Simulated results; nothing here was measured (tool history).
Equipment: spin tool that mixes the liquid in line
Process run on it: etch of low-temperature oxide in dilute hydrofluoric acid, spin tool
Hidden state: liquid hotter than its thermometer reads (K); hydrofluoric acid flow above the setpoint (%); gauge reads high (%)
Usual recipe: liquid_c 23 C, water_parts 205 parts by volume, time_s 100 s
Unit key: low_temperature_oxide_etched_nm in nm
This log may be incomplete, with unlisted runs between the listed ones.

run	hour	liquid_c	water_parts	time_s	wafers since the last listed run	hours since the thermometer was replaced	hours since the hydrofluoric acid flow meter was replaced	hours since the gauge calibration	read-back film thickness of the low-temperature oxide reference wafer, read on the same gauge (nm)	low_temperature_oxide_etched_nm
1	0	23	230	100	0	530	2198.5	62.3	50.04	10.89
2	17.7	23	205	100	120	547.7	2216.2	80	50.02	12.65
3	29.8	23	205	100	82	559.8	2228.3	92.1	49.98	12.67
4	47.5	23	205	100	120	577.5	2246	109.8	49.97	12.63
5	88.6	23	205	100	280	618.6	2287.1	150.9	50.01	12.69
6	94.9	23	205	100	43	624.9	2293.4	157.2	50.01	12.7
7	112.8	23	225	100	122	642.8	2311.3	175.1	49.95	11.24
8	122	23	225	100	62	652	2320.5	184.3	49.94	11.28
9	136.6	23	205	100	99	666.6	2335.1	198.9	49.99	12.57
10	143.2	23	205	100	45	673.2	2341.7	205.5	49.96	12.63
# hour 145.5: hydrofluoric acid flow meter replaced
# hour 151.8: gauge calibrated
11	154.3	23	205	100	68	684.3	8.8	2.5	50.02	12.71
12	162.1	23	205	100	53	692.1	16.6	10.3	50	12.76
13	201.8	24.5	105	60	271	731.8	56.3	50	50.03	17.8
14	213.3	23	235	100	78	743.3	67.8	61.5	49.97	10.88
15	224.1	19.5	180	60	73	754.1	78.6	72.3	49.99	7.89
16	233.7	23	205	150	65	763.7	88.2	81.9	49.98	19.26
# hour 244.1: thermometer replaced
17	244.4	18.5	115	100	66	0.3	98.9	92.6	49.96	19.59
18	273.3	23	150	75	197	29.2	127.8	121.5	50.04	12.97
19	287.1	25.5	105	70	94	43	141.6	135.3	50.03	20
20	300.4	23	205	100	90	56.3	154.9	148.6	50.02	12.04
21	317.4	23	205	100	116	73.3	171.9	165.6	49.99	11.97
# hour 351.8: gauge calibrated
22	369.1	23	140	100	353	125	223.6	17.3	50.01	19.02

Below are 3 alternative next runs, each starting from the tool's condition after run 22. Predict each:
A	369.5	23	205	40	2	125.4	224	17.7	?	?
B	369.5	27	250	115	2	125.4	224	17.7	?	?
C	369.5	23	145	50	2	125.4	224	17.7	?	?

run	read-back film thickness of the low-temperature oxide reference wafer, read on the same gauge (nm)	low_temperature_oxide_etched_nm
A	50.05	4.82
B	50.05	12.48
C	50.05	9.09
Without the tool's hidden state the same runs would have given:
run	low_temperature_oxide_etched_nm
A	4.74
B	12.29
C	8.94
